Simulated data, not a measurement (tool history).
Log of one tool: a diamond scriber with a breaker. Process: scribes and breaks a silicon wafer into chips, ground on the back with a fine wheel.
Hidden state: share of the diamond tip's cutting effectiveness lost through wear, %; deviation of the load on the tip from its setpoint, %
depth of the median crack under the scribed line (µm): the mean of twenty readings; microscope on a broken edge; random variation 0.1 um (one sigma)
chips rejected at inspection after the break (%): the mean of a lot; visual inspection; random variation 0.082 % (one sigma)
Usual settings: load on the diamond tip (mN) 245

run	hour	load on the diamond tip (mN)	wafers since the last listed run	hours since the diamond tip was replaced	hours since the load on the tip was calibrated	incoming depth of the damage left on the back of the incoming wafer, um	depth of the median crack under the scribed line (µm)	chips rejected at inspection after the break (%)
1	0.0	298	0	154.5	1298.2	2.98	11.74	2.61
2	29.6	298	59	184.1	1327.8	2.08	11.58	1.57
3	53.2	245	47	207.7	1351.4	2.08	10.58	2.70
4	74.5	245	42	229.0	1372.7	2.20	10.32	2.91
5	102.1	245	55	256.6	1400.3	2.92	10.29	4.43
6	127.2	245	50	281.7	1425.4	2.71	10.32	4.52
7	145.7	194	37	300.2	1443.9	2.39	8.95	13.96
8	169.2	245	47	323.7	1467.4	1.70	10.28	3.34
9	186.5	245	34	341.0	1484.7	1.85	10.25	4.01
10	210.4	245	48	364.9	1508.6	2.52	10.11	4.99
11	229.4	245	38	383.9	1527.6	2.54	10.19	5.53
12	257.0	245	55	411.5	1555.2	2.55	9.94	5.82
13	287.1	245	60	441.6	1585.3	2.18	10.02	5.40
14	321.3	301	68	475.8	1619.5	1.54	10.97	1.04
15	333.8	200	25	488.3	1632.0	1.95	8.94	16.86
16	359.2	245	51	513.7	1657.4	2.02	9.80	7.36
# hour 366.2: diamond tip replaced by a new one
17	380.2	284	38	14.0	1678.4	2.77	11.52	1.96
18	402.7	284	45	36.5	1700.9	1.83	11.21	1.02
19	436.0	245	66	69.8	1734.2	2.95	10.43	4.97
20	452.0	245	32	85.8	1750.2	2.32	10.49	3.28
21	465.8	175	27	99.6	1764.0	2.96	8.72	20.13
22	490.3	201	49	124.1	1788.5	2.28	9.22	13.25
23	514.0	220	47	147.8	1812.2	2.22	9.52	8.35
24	545.6	184	63	179.4	1843.8	2.87	8.83	19.86
25	569.6	283	48	203.4	1867.8	1.75	11.07	1.42
26	591.8	245	44	225.6	1890.0	1.71	9.96	4.88
# hour 605.1: load on the tip recalibrated
27	609.4	274	31	243.2	4.3	1.53	11.82	1.07
28	633.6	305	48	267.4	28.5	2.72	12.42	3.54
29	661.3	245	55	295.1	56.2	2.91	10.77	2.67
30	687.0	305	51	320.8	81.9	1.52	12.33	2.73
31	704.1	219	34	337.9	99.0	2.34	10.15	4.79
32	738.4	245	68	372.2	133.3	1.58	10.77	1.44
33	786.3	209	96	420.1	181.2	2.39	9.80	6.58
34	813.4	179	54	447.2	208.3	2.50	9.02	14.87
35	879.8	277	133	513.6	274.7	2.02	11.33	1.05
36	897.9	273	36	531.7	292.8	2.26	11.29	1.36
37	913.3	226	30	547.1	308.2	2.50	9.85	6.21
# hour 930.5: diamond tip replaced by a new one
38	945.7	203	61	15.2	340.6	2.73	10.22	5.09
39	1032.8	225	174	102.3	427.7	1.81	10.63	1.93
40	1047.4	245	29	116.9	442.3	1.62	11.13	1.04

Hidden state or all else? Some run-to-run changes of depth of the median crack under the scribed line (µm), split into what the settings, what came in and random variation would give without the hidden state, and what is left for the hidden state (with any gauge scatter that isn't in both results):
Run 16 -> 17: load on the diamond tip (mN) 245 -> 284, diamond tip replaced by a new one. depth of the median crack under the scribed line (µm) +1.72: hidden state +0.65, all else +1.07.
Run 24 -> 25: load on the diamond tip (mN) 184 -> 283. depth of the median crack under the scribed line (µm) +2.24: hidden state -0.31, all else +2.55.
Run 26 -> 27: load on the diamond tip (mN) 245 -> 274, load on the tip recalibrated. depth of the median crack under the scribed line (µm) +1.86: hidden state +0.83, all else +1.03.
Run 30 -> 31: load on the diamond tip (mN) 305 -> 219. depth of the median crack under the scribed line (µm) -2.18: hidden state +0.06, all else -2.24.
Run 34 -> 35: load on the diamond tip (mN) 179 -> 277. depth of the median crack under the scribed line (µm) +2.31: hidden state -0.26, all else +2.57.
Run 37 -> 38: load on the diamond tip (mN) 226 -> 203, diamond tip replaced by a new one. depth of the median crack under the scribed line (µm) +0.37: hidden state +0.78, all else -0.41.
